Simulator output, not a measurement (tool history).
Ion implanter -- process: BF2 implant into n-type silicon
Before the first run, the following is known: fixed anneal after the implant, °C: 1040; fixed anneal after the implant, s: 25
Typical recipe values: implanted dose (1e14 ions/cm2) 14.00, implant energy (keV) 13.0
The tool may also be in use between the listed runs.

run   hour  implanted dose (1e14 ions/cm2)  implant energy (keV)  wafers since the last listed run  hours since the last dose calibration  hours since the extraction supply was calibrated  hours since the gauge calibration  read-back reference wafer on the same gauge, sheet resistance  sheet resistance of the implanted and annealed layer (ohm/square)
  1    0.0                           14.00                  13.0                                 0                                 1460.2                                            7026.1                              335.3                                                         119.00                                                             138.66
  2   16.5                           14.00                  13.0                               557                                 1476.7                                            7042.6                              351.8                                                         119.00                                                             138.45
  3   24.5                           14.00                  13.0                               270                                 1484.7                                            7050.6                              359.8                                                         118.99                                                             138.45
  4   33.4                           14.00                  13.0                               300                                 1493.6                                            7059.5                              368.7                                                         119.02                                                             138.55
  5   41.3                           14.00                  13.0                               267                                 1501.5                                            7067.4                              376.6                                                         119.00                                                             138.83
  6   52.7                           17.25                  14.5                               385                                 1512.9                                            7078.8                              388.0                                                         119.01                                                             127.54
  7   64.7                           14.00                  14.5                               405                                 1524.9                                            7090.8                              400.0                                                         119.00                                                             134.92
  8   73.1                           14.00                  13.0                               283                                 1533.3                                            7099.2                              408.4                                                         118.99                                                             138.41
  9   81.2                           14.00                  13.0                               273                                 1541.4                                            7107.3                              416.5                                                         118.98                                                             138.56
 10  104.6                           14.00                  13.0                               791                                 1564.8                                            7130.7                              439.9                                                         118.99                                                             138.86
 11  113.8                           14.00                  13.0                               311                                 1574.0                                            7139.9                              449.1                                                         119.00                                                             138.62
 12  124.9                           14.00                  13.0                               375                                 1585.1                                            7151.0                              460.2                                                         119.03                                                             138.46
 13  136.3                           12.52                   9.0                               385                                 1596.5                                            7162.4                              471.6                                                         119.02                                                             156.34
 14  143.3                           14.00                  13.0                               236                                 1603.5                                            7169.4                              478.6                                                         118.99                                                             138.28
 15  157.9                           14.00                  13.0                               493                                 1618.1                                            7184.0                              493.2                                                         118.98                                                             138.29
 16  169.1                           11.11                  10.5                               378                                 1629.3                                            7195.2                              504.4                                                         119.01                                                             158.05
 17  185.3                           15.98                  10.0                               547                                 1645.5                                            7211.4                              520.6                                                         118.98                                                             141.30
     188.5  -- gauge calibrated
 18  194.3                           14.00                  13.0                               304                                 1654.5                                            7220.4                                5.8                                                         119.01                                                             138.17
 19  206.6                           16.29                  13.0                               415                                 1666.8                                            7232.7                               18.1                                                         119.01                                                             132.96
     216.0  -- Faraday cup replaced and dose calibrated
 20  217.2                           16.39                  17.0                                87                                    1.2                                            7243.3                               28.7                                                         119.00                                                             125.21
 21  229.8                           14.00                  13.0                               425                                   13.8                                            7255.9                               41.3                                                         119.00                                                             140.09
     243.1  -- extraction supply calibrated
 22  243.6                           14.00                  13.0                               196                                   27.6                                               0.5                               55.1                                                         119.00                                                             140.86
 23  248.6                           14.00                  11.5                               169                                   32.6                                               5.5                               60.1                                                         119.02                                                             145.01
 24  258.6                           15.61                  15.5                               338                                   42.6                                              15.5                               70.1                                                         119.00                                                             129.78
 25  273.3                           15.94                  15.0                               496                                   57.3                                              30.2                               84.8                                                         118.99                                                             130.44
 26  285.7                           18.06                  13.0                               419                                   69.7                                              42.6                               97.2                                                         118.99                                                             131.11
 27  296.6                            9.85                   8.5                               368                                   80.6                                              53.5                              108.1                                                         119.01                                                             179.60
 28  305.9                           12.93                  15.5                               314                                   89.9                                              62.8                              117.4                                                         119.02                                                             138.09
 29  320.6                           11.80                   9.0                               496                                  104.6                                              77.5                              132.1                                                         118.99                                                             162.48
 30  326.9                           14.00                  13.0                               212                                  110.9                                              83.8                              138.4                                                         118.99                                                             140.48
 31  341.4                           12.76                  16.5                               490                                  125.4                                              98.3                              152.9                                                         118.99                                                             136.28
 32  355.8                           17.41                  13.0                               486                                  139.8                                             112.7                              167.3                                                         119.00                                                             132.37
 33  364.6                           11.63                  15.5                               297                                  148.6                                             121.5                              176.1                                                         118.99                                                             144.11
 34  380.6                           14.00                  15.5                               540                                  164.6                                             137.5                              192.1                                                         118.98                                                             134.05
 35  394.5                           15.09                  13.0                               469                                  178.5                                             151.4                              206.0                                                         119.03                                                             137.21
 36  410.0                           15.38                  14.5                               523                                  194.0                                             166.9                              221.5                                                         119.01                                                             132.68
 37  421.0                           14.00                  10.0                               371                                  205.0                                             177.9                              232.5                                                         118.99                                                             148.78

4 ways to go on from here, each from the tool as it stands after run 37. What would each give?
  A  421.4                           14.00                  15.0                                13                                  205.4                                             178.3                              232.9                                                              ?                                                                  ?
  B  421.4                           12.80                  12.0                                13                                  205.4                                             178.3                              232.9                                                              ?                                                                  ?
  C  421.4                           16.38                  13.0                                13                                  205.4                                             178.3                              232.9                                                              ?                                                                  ?
  D  421.4                           10.02                   9.5                                13                                  205.4                                             178.3                              232.9                                                              ?                                                                  ?

run  read-back reference wafer on the same gauge, sheet resistance  sheet resistance of the implanted and annealed layer (ohm/square)
  A                                                         119.03                                                             135.24
  B                                                         119.03                                                             147.48
  C                                                         119.03                                                             134.08
  D                                                         119.03                                                             173.05
With the hidden condition removed and each run's random variation left untouched, the same runs would have given:
run  sheet resistance of the implanted and annealed layer (ohm/square)
  A                                                             135.79
  B                                                             148.16
  C                                                             134.50
  D                                                             174.12
